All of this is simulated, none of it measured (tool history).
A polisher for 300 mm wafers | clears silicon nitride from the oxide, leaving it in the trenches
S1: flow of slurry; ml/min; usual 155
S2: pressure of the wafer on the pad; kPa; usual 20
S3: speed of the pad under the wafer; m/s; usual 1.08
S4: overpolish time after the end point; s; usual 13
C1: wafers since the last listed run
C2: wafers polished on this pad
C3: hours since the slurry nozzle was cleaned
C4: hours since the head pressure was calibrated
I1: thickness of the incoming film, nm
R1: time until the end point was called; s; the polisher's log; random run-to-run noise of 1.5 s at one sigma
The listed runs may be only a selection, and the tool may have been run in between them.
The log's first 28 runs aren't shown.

run	hour	S1	S2	S3	S4	C1	C2	C3	C4	I1	R1
29	345.1	105	13.8	0.82	8	92	229	115.3	165.3	79.2	140.4
30	353.6	155	20	1.08	13	78	308	123.8	173.8	80.9	85.2
31	359.9	155	23.4	1.08	13	58	366	130.1	180.1	80.4	78.8
32	376.2	200	15.2	1.36	10	151	517	146.4	196.4	80.1	86.6
33	384	200	20	1.2	8	72	589	154.2	204.2	79.5	73.2
34	401.5	205	13.8	0.8	21	162	752	171.7	221.7	79.1	125.6
35	407.6	205	17.2	1.08	7	56	808	177.8	227.8	80	91.4
36	417.9	175	24.1	1.24	13	95	904	188.1	238.1	80.6	71
37	428.6	120	20	0.8	15	99	1003	198.8	248.8	78.9	111.9

Branching from run 37: 4 alternative next runs. What would each branch give?
A	429.1	155	20	1.08	13	4	1007	199.3	249.3	79.4	?
B	429.1	155	13.8	1.08	13	4	1007	199.3	249.3	79.4	?
C	429.1	155	14.5	0.84	13	4	1007	199.3	249.3	79.4	?
D	429.1	155	20	1.08	15	4	1007	199.3	249.3	79.4	?

run	R1
A	89.4
B	113
C	125.6
D	89.4
Had the tool no hidden state, the same runs would have come out as:
run	R1
A	76.2
B	96.3
C	107
D	76.2
